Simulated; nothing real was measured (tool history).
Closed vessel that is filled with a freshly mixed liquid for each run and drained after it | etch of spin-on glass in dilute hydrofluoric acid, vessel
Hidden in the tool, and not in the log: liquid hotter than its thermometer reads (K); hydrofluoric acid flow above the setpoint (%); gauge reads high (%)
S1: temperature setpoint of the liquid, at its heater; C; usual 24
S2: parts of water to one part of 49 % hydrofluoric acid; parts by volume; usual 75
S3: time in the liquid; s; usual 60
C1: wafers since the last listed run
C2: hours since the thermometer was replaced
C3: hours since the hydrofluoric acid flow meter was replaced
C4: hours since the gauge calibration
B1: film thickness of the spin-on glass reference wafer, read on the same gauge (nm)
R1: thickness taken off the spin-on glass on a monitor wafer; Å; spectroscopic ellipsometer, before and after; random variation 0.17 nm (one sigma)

| run | hour | S1 | S2 | S3 | C1 | C2 | C3 | C4 | B1 | R1 |
|---|---|---|---|---|---|---|---|---|---|---|
| 1 | 0 | 24 | 75 | 60 | 0 | 1676 | 2067.9 | 439.3 | 40.02 | 213 |
| 2 | 70.1 | 24 | 75 | 60 | 4942 | 1746.1 | 2138 | 509.4 | 40.01 | 213.9 |
| 3 | 131.5 | 24 | 75 | 60 | 4329 | 1807.5 | 2199.4 | 570.8 | 39.99 | 215.6 |
| 4 | 169.1 | 24 | 75 | 60 | 2651 | 1845.1 | 2237 | 608.4 | 40.02 | 214.3 |
| 5 | 207.6 | 24 | 75 | 60 | 2714 | 1883.6 | 2275.5 | 646.9 | 40.03 | 214.3 |
| 6 | 252.6 | 24 | 75 | 60 | 3172 | 1928.6 | 2320.5 | 691.9 | 39.99 | 215.9 |
| 7 | 464.8 | 24 | 75 | 60 | 14961 | 2140.8 | 2532.7 | 904.1 | 39.97 | 217.2 |
|  | 490.2 | hydrofluoric acid flow meter replaced |
| 8 | 529 | 24 | 50 | 60 | 4455 | 2205 | 38.8 | 968.3 | 40.02 | 337 |
| 9 | 575.2 | 20.5 | 90 | 45 | 3257 | 2251.2 | 85 | 1014.5 | 39.97 | 119 |
| 10 | 722.8 | 21 | 90 | 35 | 10406 | 2398.8 | 232.6 | 1162.1 | 39.99 | 94.3 |
|  | 729.8 | thermometer replaced |
|  | 768.5 | gauge calibrated |
| 11 | 794.1 | 24 | 75 | 45 | 4956 | 64.3 | 303.9 | 25.6 | 40 | 150.5 |
| 12 | 866 | 24 | 85 | 60 | 5069 | 136.2 | 375.8 | 97.5 | 40.01 | 175.6 |
| 13 | 927 | 28.5 | 100 | 35 | 4300 | 197.2 | 436.8 | 158.5 | 40 | 100.3 |
| 14 | 970.1 | 28 | 75 | 85 | 3038 | 240.3 | 479.9 | 201.6 | 40 | 337.1 |
| 15 | 1003.4 | 28 | 75 | 80 | 2347 | 273.6 | 513.2 | 234.9 | 39.99 | 313.3 |
| 16 | 1039.3 | 24 | 75 | 60 | 2531 | 309.5 | 549.1 | 270.8 | 40.01 | 202.8 |

Hidden state at the last listed run before each entry between runs and at the first one after, where it differs:
Between runs 7 and 8: hydrofluoric acid flow meter replaced (hour 490.2)
  liquid hotter than its thermometer reads (K): 2.28 -> 2.34
  measured less the result without the state, R1: +18.9 -> +30.6 Å
Between runs 10 and 11: thermometer replaced (hour 729.8); gauge calibrated (hour 768.5)
  liquid hotter than its thermometer reads (K): 2.52 -> 0.25
  measured less the result without the state, R1: +9.2 -> +1.5 Å

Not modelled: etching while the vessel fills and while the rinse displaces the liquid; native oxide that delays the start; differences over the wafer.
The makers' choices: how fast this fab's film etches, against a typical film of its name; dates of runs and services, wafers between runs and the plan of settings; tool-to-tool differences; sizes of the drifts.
